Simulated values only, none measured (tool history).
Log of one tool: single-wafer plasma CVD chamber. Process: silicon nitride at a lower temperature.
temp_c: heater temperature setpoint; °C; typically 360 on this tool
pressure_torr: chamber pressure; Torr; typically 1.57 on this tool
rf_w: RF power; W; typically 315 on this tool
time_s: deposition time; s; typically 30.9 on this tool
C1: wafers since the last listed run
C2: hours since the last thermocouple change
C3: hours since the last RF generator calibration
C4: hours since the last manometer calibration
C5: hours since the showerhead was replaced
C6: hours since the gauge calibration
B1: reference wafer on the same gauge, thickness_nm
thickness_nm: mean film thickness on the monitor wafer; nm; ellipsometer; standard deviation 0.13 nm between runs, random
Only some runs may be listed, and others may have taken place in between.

Run 1, day 0.000: usual settings but temp_c 365 °C; C1 0; C2 877.6; C3 940.8; C4 726.2; C5 3710.2; C6 42.3; B1 45.054. Result: thickness_nm 37.858 nm.
Run 2, day 1.012: usual settings but rf_w 330 W; C1 523; C2 901.9; C3 965.1; C4 750.5; C5 3734.5; C6 66.6; B1 45.098. Result: thickness_nm 38.725 nm.
At day 3.292: showerhead replaced.
Run 3, day 4.750: usual settings but temp_c 354 °C; C1 1759; C2 991.6; C3 1054.8; C4 840.2; C5 35.0; C6 156.3; B1 45.145. Result: thickness_nm 38.173 nm.
Run 4, day 5.704: usual settings but rf_w 350 W; C1 493; C2 1014.5; C3 1077.7; C4 863.1; C5 57.9; C6 179.2; B1 45.111. Result: thickness_nm 40.553 nm.
Run 5, day 6.996: usual settings but rf_w 350 W; C1 667; C2 1045.5; C3 1108.7; C4 894.1; C5 88.9; C6 210.2; B1 45.112. Result: thickness_nm 40.329 nm.
Run 6, day 8.404: usual settings; C1 727; C2 1079.3; C3 1142.5; C4 927.9; C5 122.7; C6 244.0; B1 45.107. Result: thickness_nm 37.984 nm.
At day 9.767: RF generator calibrated.
Run 7, day 9.788: usual settings but temp_c 371 °C, rf_w 250 W; C1 542; C2 1112.5; C3 0.5; C4 961.1; C5 155.9; C6 277.2; B1 45.088. Result: thickness_nm 32.465 nm.
Run 8, day 10.629: usual settings but temp_c 372 °C, pressure_torr 1.33 Torr; C1 435; C2 1132.7; C3 20.7; C4 981.3; C5 176.1; C6 297.4; B1 45.043. Result: thickness_nm 35.231 nm.
Run 9, day 11.817: usual settings but temp_c 354 °C, pressure_torr 1.31 Torr; C1 613; C2 1161.2; C3 49.2; C4 1009.8; C5 204.6; C6 325.9; B1 45.126. Result: thickness_nm 35.329 nm.
Run 10, day 13.275: usual settings but temp_c 375 °C, pressure_torr 1.79 Torr; C1 753; C2 1196.2; C3 84.2; C4 1044.8; C5 239.6; C6 360.9; B1 45.045. Result: thickness_nm 39.332 nm.
Run 11, day 14.233: usual settings but pressure_torr 1.30 Torr, time_s 26.0 s; C1 495; C2 1219.2; C3 107.2; C4 1067.8; C5 262.6; C6 383.9; B1 45.085. Result: thickness_nm 29.591 nm.
Run 12, day 14.854: usual settings but temp_c 370 °C, time_s 33.2 s; C1 320; C2 1234.1; C3 122.1; C4 1082.7; C5 277.5; C6 398.8; B1 45.126. Result: thickness_nm 40.545 nm.
At day 15.771: capacitance manometer re-zeroed and calibrated.
Run 13, day 16.292: usual settings but pressure_torr 1.21 Torr; C1 570; C2 1268.6; C3 156.6; C4 12.5; C5 312.0; C6 433.3; B1 45.149. Result: thickness_nm 34.030 nm.
Run 14, day 17.667: usual settings but temp_c 365 °C; C1 710; C2 1301.6; C3 189.6; C4 45.5; C5 345.0; C6 466.3; B1 45.144. Result: thickness_nm 37.776 nm.
Run 15, day 18.867: usual settings but temp_c 369 °C, pressure_torr 1.87 Torr, rf_w 280 W; C1 620; C2 1330.4; C3 218.4; C4 74.3; C5 373.8; C6 495.1; B1 45.032. Result: thickness_nm 37.337 nm.
Run 16, day 19.929: usual settings but temp_c 352 °C, pressure_torr 1.25 Torr, rf_w 295 W, time_s 25.8 s; C1 549; C2 1355.9; C3 243.9; C4 99.8; C5 399.3; C6 520.6; B1 45.062. Result: thickness_nm 27.863 nm.
Run 17, day 20.479: usual settings but time_s 36.9 s; C1 284; C2 1369.1; C3 257.1; C4 113.0; C5 412.5; C6 533.8; B1 45.078. Result: thickness_nm 45.298 nm.
Run 18, day 21.842: usual settings but temp_c 350 °C; C1 704; C2 1401.8; C3 289.8; C4 145.7; C5 445.2; C6 566.5; B1 45.138. Result: thickness_nm 37.900 nm.
At day 22.238: thermocouple changed; heater temperature recalibrated.
Run 19, day 23.017: usual settings but temp_c 345 °C, rf_w 355 W; C1 435; C2 18.7; C3 318.0; C4 173.9; C5 473.4; C6 594.7; B1 45.119. Result: thickness_nm 41.170 nm.
Run 20, day 24.500: usual settings but temp_c 372 °C, time_s 36.5 s; C1 766; C2 54.3; C3 353.6; C4 209.5; C5 509.0; C6 630.3; B1 45.132. Result: thickness_nm 44.211 nm.
Run 21, day 25.038: usual settings; C1 277; C2 67.2; C3 366.5; C4 222.4; C5 521.9; C6 643.2; B1 45.074. Result: thickness_nm 37.698 nm.
Run 22, day 25.988: usual settings; C1 491; C2 90.0; C3 389.3; C4 245.2; C5 544.7; C6 666.0; B1 45.081. Result: thickness_nm 37.642 nm.
Run 23, day 27.204: usual settings; C1 628; C2 119.2; C3 418.5; C4 274.4; C5 573.9; C6 695.2; B1 45.166. Result: thickness_nm 37.840 nm.
Run 24, day 28.246: usual settings but temp_c 366 °C, pressure_torr 1.40 Torr; C1 538; C2 144.2; C3 443.5; C4 299.4; C5 598.9; C6 720.2; B1 45.046. Result: thickness_nm 36.094 nm.
Run 25, day 29.575: usual settings; C1 687; C2 176.1; C3 475.4; C4 331.3; C5 630.8; C6 752.1; B1 45.037. Result: thickness_nm 38.011 nm.
Run 26, day 30.921: usual settings but time_s 35.0 s; C1 695; C2 208.4; C3 507.7; C4 363.6; C5 663.1; C6 784.4; B1 45.116. Result: thickness_nm 42.854 nm.
Run 27, day 31.521: usual settings but temp_c 364 °C, rf_w 280 W, time_s 24.8 s; C1 310; C2 222.8; C3 522.1; C4 378.0; C5 677.5; C6 798.8; B1 45.073. Result: thickness_nm 28.173 nm.
Run 28, day 32.050: usual settings; C1 273; C2 235.5; C3 534.8; C4 390.7; C5 690.2; C6 811.5; B1 45.082. Result: thickness_nm 37.793 nm.

Hidden condition of the tool, last listed run before each entry between runs versus first listed run after:
Between runs 2 and 3: showerhead replaced (day 3.292)
  the hidden state is the same at both runs
Between runs 6 and 7: RF generator calibrated (day 9.767)
  the hidden state is the same at both runs
Between runs 12 and 13: capacitance manometer re-zeroed and calibrated (day 15.771)
  the hidden state is the same at both runs
Between runs 18 and 19: thermocouple changed; heater temperature recalibrated (day 22.238)
  the hidden state is the same at both runs

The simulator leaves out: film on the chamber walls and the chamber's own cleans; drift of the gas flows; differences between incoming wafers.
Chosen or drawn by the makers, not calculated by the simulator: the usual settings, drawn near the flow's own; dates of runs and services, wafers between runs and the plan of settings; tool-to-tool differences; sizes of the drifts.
